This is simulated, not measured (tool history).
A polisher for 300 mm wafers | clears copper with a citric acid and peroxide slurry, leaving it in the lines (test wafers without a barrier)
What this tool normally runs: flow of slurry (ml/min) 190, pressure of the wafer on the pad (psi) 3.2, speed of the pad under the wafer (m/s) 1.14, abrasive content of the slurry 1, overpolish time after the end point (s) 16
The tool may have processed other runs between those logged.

run   hour  flow of slurry (ml/min)  pressure of the wafer on the pad (psi)  speed of the pad under the wafer (m/s)  abrasive content of the slurry  overpolish time after the end point (s)  wafers since the last listed run  wafers polished on this pad  hours since the slurry nozzle was cleaned  hours since the head pressure was calibrated  hours since the slurry blender was calibrated  incoming thickness of the incoming film, nm  time until the end point was called (s)  dishing of a wide line in a test structure (Å)
  1      0                      205                                     3.2                                    1.14                               1                                       16                                 0                          692                                      538.3                                         653.6                                          158.8                                        211.5                                     75.5                                             302
  2   11.7                      205                                     3.2                                    1.14                               1                                       16                                83                          775                                        550                                         665.3                                          170.5                                        208.6                                     75.6                                             302
  3     26                      190                                     3.2                                    1.14                               1                                       16                               101                          876                                      564.3                                         679.6                                          184.8                                        210.5                                     79.3                                             299
  4     33                      190                                     3.2                                    1.14                               1                                       16                                49                          926                                      571.3                                         686.6                                          191.8                                          208                                     81.9                                             307
  5     41                      190                                     3.2                                    1.14                               1                                       16                                56                          983                                      579.3                                         694.6                                          199.8                                        209.8                                     79.6                                             306
  6   48.1                      190                                     3.2                                    1.14                               1                                       16                                50                         1033                                      586.4                                         701.7                                          206.9                                        207.7                                     81.2                                             298
      57.6  -- slurry blender recalibrated
  7   58.1                      190                                     3.2                                    1.14                               1                                       16                                56                         1090                                      596.4                                         711.7                                            0.5                                        207.9                                     81.9                                             303
      62.9  -- head pressure recalibrated
  8   67.8                      190                                     2.9                                    1.14                               1                                       16                                54                         1145                                      606.1                                           4.9                                           10.2                                        212.7                                       90                                             289
  9   76.4                      130                                     3.2                                    1.14                            0.85                                       16                                61                         1206                                      614.7                                          13.5                                           18.8                                          207                                     93.6                                             259
      81.2  -- slurry nozzle cleaned
      84.7  -- worn pad replaced by a new one
 10     93                      190                                     3.9                                    1.14                               1                                       16                                85                           58                                       11.8                                          30.1                                           35.4                                        209.6                                     66.9                                             363
 11  102.1                      170                                     2.8                                    1.36                            0.75                                       16                                64                          123                                       20.9                                          39.2                                           44.5                                        208.7                                     71.8                                             330
 12  113.4                      190                                     2.9                                    1.14                               1                                       16                                80                          203                                       32.2                                          50.5                                           55.8                                        209.9                                     79.4                                             304
 13  129.9                      190                                     3.2                                    1.14                               1                                       16                               117                          320                                       48.7                                            67                                           72.3                                        206.2                                     73.1                                             323
 14    145                      190                                     3.2                                    1.14                            0.85                                       16                               107                          428                                       63.8                                          82.1                                           87.4                                        212.1                                     78.6                                             313

Some steps in time until the end point was called (s), run to run, broken into two amounts with sign: the step expected even without the hidden condition (settings, incoming material, random variation), and the rest, left for the hidden condition together with whatever gauge scatter is not in both the measured and the hidden-condition-free result:
The hidden state here: removal rate lost through wear of the pad, %; slurry flow missing at the pad, %; deviation of the head's pressure from its setpoint, %; abrasive missing from the slurry, %.
Run 9 -> 10: flow of slurry (ml/min) 130 -> 190, pressure of the wafer on the pad (psi) 3.2 -> 3.9, abrasive content of the slurry 0.85 -> 1, slurry nozzle cleaned, worn pad replaced by a new one. time until the end point was called (s) -26.7: hidden state -11.7, all else -15.
